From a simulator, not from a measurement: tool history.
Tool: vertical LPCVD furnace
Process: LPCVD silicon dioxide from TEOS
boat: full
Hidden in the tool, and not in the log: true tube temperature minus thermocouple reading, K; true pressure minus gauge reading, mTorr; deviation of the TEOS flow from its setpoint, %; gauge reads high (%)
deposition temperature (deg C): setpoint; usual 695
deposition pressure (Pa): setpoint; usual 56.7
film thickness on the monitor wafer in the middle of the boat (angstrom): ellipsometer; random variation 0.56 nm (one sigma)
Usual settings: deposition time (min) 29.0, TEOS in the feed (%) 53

run   hour  deposition temperature (deg C)  deposition pressure (Pa)  deposition time (min)  TEOS in the feed (%)  wafers since the last listed run  hours since the last temperature calibration  hours since the pressure gauge was zeroed  hours since the TEOS flow controller was replaced  hours since the gauge calibration  read-back reference wafer on the same gauge, thickness  film thickness on the monitor wafer in the middle of the boat (angstrom)
  1    0.0                             695                      56.7                   22.0                    53                                 0                                        3647.0                                     2718.1                                             4898.6                              414.8                                                  195.75                                                                    1615.1
  2   13.5                             695                      56.7                   22.0                    53                               228                                        3660.5                                     2731.6                                             4912.1                              428.3                                                  196.17                                                                    1616.5
  3   31.9                             695                      56.7                   22.0                    53                               311                                        3678.9                                     2750.0                                             4930.5                              446.7                                                  195.92                                                                    1626.7
  4   44.9                             702                      56.7                   29.0                    53                               219                                        3691.9                                     2763.0                                             4943.5                              459.7                                                  196.16                                                                    2525.9
  5   59.7                             695                      56.7                   29.0                    53                               250                                        3706.7                                     2777.8                                             4958.3                              474.5                                                  195.96                                                                    2142.4
  6   72.6                             695                      56.7                   29.0                    53                               218                                        3719.6                                     2790.7                                             4971.2                              487.4                                                  196.11                                                                    2151.5
  7  153.5                             695                      56.7                   29.0                    53                              1368                                        3800.5                                     2871.6                                             5052.1                              568.3                                                  195.88                                                                    2140.3
  8  175.2                             695                      56.7                   29.0                    53                               366                                        3822.2                                     2893.3                                             5073.8                              590.0                                                  196.01                                                                    2128.9
  9  194.8                             695                      56.7                   29.0                    53                               331                                        3841.8                                     2912.9                                             5093.4                              609.6                                                  196.12                                                                    2149.9
 10  223.3                             695                      56.7                   29.0                    53                               481                                        3870.3                                     2941.4                                             5121.9                              638.1                                                  195.85                                                                    2140.0
 11  238.8                             695                      56.7                   29.0                    53                               262                                        3885.8                                     2956.9                                             5137.4                              653.6                                                  195.75                                                                    2135.5
 12  256.1                             695                      56.7                   29.0                    53                               292                                        3903.1                                     2974.2                                             5154.7                              670.9                                                  195.95                                                                    2143.9
 13  270.8                             695                      62.7                   29.0                    53                               248                                        3917.8                                     2988.9                                             5169.4                              685.6                                                  195.89                                                                    2244.3
     286.8  -- gauge calibrated
 14  303.9                             695                      56.7                   29.0                    53                               559                                        3950.9                                     3022.0                                             5202.5                               17.1                                                  195.72                                                                    2141.5
     334.4  -- TEOS flow controller replaced
 15  335.7                             695                      56.7                   29.0                    53                               131                                        3982.7                                     3053.8                                                1.3                               48.9                                                  195.92                                                                    2128.9
 16  357.6                             695                      56.7                   29.0                    53                               370                                        4004.6                                     3075.7                                               23.2                               70.8                                                  195.80                                                                    2156.6
 17  378.2                             695                      56.7                   29.0                    53                               348                                        4025.2                                     3096.3                                               43.8                               91.4                                                  196.02                                                                    2148.2
     412.2  -- thermocouples replaced and temperature profile calibrated
 18  412.7                             687                      56.7                   39.5                    53                               177                                           0.5                                     3130.8                                               78.3                              125.9                                                  195.97                                                                    2531.2
 19  417.6                             685                      62.7                   36.5                    53                                82                                           5.4                                     3135.7                                               83.2                              130.8                                                  195.70                                                                    2351.7
 20  435.7                             702                      68.0                   29.0                    53                               306                                          23.5                                     3153.8                                              101.3                              148.9                                                  195.90                                                                    2900.6
 21  463.7                             695                      62.0                   39.5                    47                               473                                          51.5                                     3181.8                                              129.3                              176.9                                                  195.97                                                                    3006.8
     489.4  -- pressure gauge zeroed
 22  497.7                             692                      56.7                   29.0                    53                               169                                          85.5                                        8.3                                              163.3                              210.9                                                  195.94                                                                    2104.8
     545.1  -- thermocouples replaced and temperature profile calibrated, repeated, since the last time left the tool worse
 23  545.6                             695                      56.7                   29.0                    53                               404                                           0.5                                       56.2                                              211.2                              258.8                                                  195.92                                                                    2012.7
 24  553.0                             699                      56.7                   39.0                    59                               125                                           7.9                                       63.6                                              218.6                              266.2                                                  196.21                                                                    3145.3

Forecast run 25:
 25  588.6                             695                      56.7                   35.0                    47                               602                                          43.5                                       99.2                                              254.2                              301.8                                                       ?                                                                         ?

{"run 25": {"read-back reference wafer on the same gauge, thickness": 195.72, "film thickness on the monitor wafer in the middle of the boat (angstrom)": 2293.0}}
Without the tool's hidden state the same run would have given film thickness on the monitor wafer in the middle of the boat (angstrom) 2266.9.
